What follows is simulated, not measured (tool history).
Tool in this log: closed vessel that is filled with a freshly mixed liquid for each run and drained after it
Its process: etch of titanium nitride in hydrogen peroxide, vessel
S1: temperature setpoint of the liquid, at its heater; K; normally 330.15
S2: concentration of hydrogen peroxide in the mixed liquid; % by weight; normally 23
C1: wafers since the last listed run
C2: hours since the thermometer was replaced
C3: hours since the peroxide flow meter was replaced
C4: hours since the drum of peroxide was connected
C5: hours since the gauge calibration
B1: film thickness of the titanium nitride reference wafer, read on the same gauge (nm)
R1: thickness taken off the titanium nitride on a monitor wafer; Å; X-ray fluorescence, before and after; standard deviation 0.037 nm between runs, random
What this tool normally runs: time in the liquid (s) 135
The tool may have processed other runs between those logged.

Run 1, day 0.000: usual settings; C1 0; C2 526.8; C3 587.4; C4 1023.0; C5 117.0; B1 40.00. Result: R1 79.8 Å.
Run 2, day 0.621: usual settings; C1 1815; C2 541.7; C3 602.3; C4 1037.9; C5 131.9; B1 40.01. Result: R1 79.9 Å.
Run 3, day 1.083: usual settings; C1 1352; C2 552.8; C3 613.4; C4 1049.0; C5 143.0; B1 40.00. Result: R1 79.6 Å.
Run 4, day 1.362: usual settings; C1 816; C2 559.5; C3 620.1; C4 1055.7; C5 149.7; B1 40.01. Result: R1 80.0 Å.
Run 5, day 1.921: usual settings; C1 1632; C2 572.9; C3 633.5; C4 1069.1; C5 163.1; B1 40.03. Result: R1 78.8 Å.
At day 1.946: gauge calibrated.
At day 2.204: new drum of peroxide connected.
At day 2.304: peroxide flow meter replaced.
Run 6, day 2.342: usual settings; C1 986; C2 583.0; C3 0.9; C4 3.3; C5 9.5; B1 40.00. Result: R1 79.7 Å.
Run 7, day 2.912: usual settings but S1 338.15 K, time in the liquid (s) 105; C1 1669; C2 596.7; C3 14.6; C4 17.0; C5 23.2; B1 40.00. Result: R1 106.9 Å.
Run 8, day 3.450: usual settings but S1 338.65 K, S2 19 % by weight; C1 1571; C2 609.6; C3 27.5; C4 29.9; C5 36.1; B1 39.99. Result: R1 134.5 Å.
Run 9, day 3.829: usual settings but S1 325.15 K, S2 17 % by weight, time in the liquid (s) 90; C1 1108; C2 618.7; C3 36.6; C4 39.0; C5 45.2; B1 40.00. Result: R1 34.1 Å.
Run 10, day 4.233: usual settings; C1 1181; C2 628.4; C3 46.3; C4 48.7; C5 54.9; B1 40.01. Result: R1 77.8 Å.

The next listed run, before its measurement:
At day 4.521: thermometer replaced.
Run 11, day 4.542: usual settings; C1 779; C2 0.5; C3 53.7; C4 56.1; C5 62.3; B1 ?. Result: R1 ?.

{"run 11": {"B1": 40.0, "R1": 91.2}}
With the hidden condition absent and the run-to-run variation left alone, this run would have shown R1 93.9 Å.
